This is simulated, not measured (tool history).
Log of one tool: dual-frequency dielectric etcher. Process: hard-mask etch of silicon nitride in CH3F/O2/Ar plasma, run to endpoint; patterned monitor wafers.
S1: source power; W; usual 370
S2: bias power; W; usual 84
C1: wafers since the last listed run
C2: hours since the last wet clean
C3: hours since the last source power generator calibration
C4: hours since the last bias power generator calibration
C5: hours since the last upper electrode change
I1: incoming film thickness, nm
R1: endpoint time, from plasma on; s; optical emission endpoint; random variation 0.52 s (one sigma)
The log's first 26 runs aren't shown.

run	day	S1	S2	C1	C2	C3	C4	C5	I1	R1
27	16.121	280	64	97	134.9	145.3	53.6	218.5	56.1	98.2
28	16.825	370	84	175	151.8	162.2	70.5	235.4	56.4	81
29	17.325	400	91	124	163.8	174.2	82.5	247.4	55.7	74.2
30	17.683	450	75	89	172.4	182.8	91.1	256	56.1	76
31	18.033	420	98	87	180.8	191.2	99.5	264.4	55.7	72.2
32	18.421	410	84	96	190.1	200.5	108.8	273.7	56.2	76.4
33	19.15	410	64	181	207.6	218	126.3	291.2	56	82.9
34	19.696	370	84	136	220.7	231.1	139.4	304.3	55.3	80
35	21.367	410	92	416	260.8	271.2	179.5	344.4	55.6	74.6
36	22.092	370	71	180	278.2	288.6	196.9	361.8	55.5	83.5

Forecast each of these 3 alternatives for the next run:
A	22.108	370	84	4	278.6	289	197.3	362.2	55.7	?
B	22.108	350	66	4	278.6	289	197.3	362.2	55.7	?
C	22.108	450	77	4	278.6	289	197.3	362.2	55.7	?

run	R1
A	79.8
B	87.6
C	75.4
Without the tool's hidden state the same runs would have given:
run	R1
A	78.1
B	85.7
C	73.8
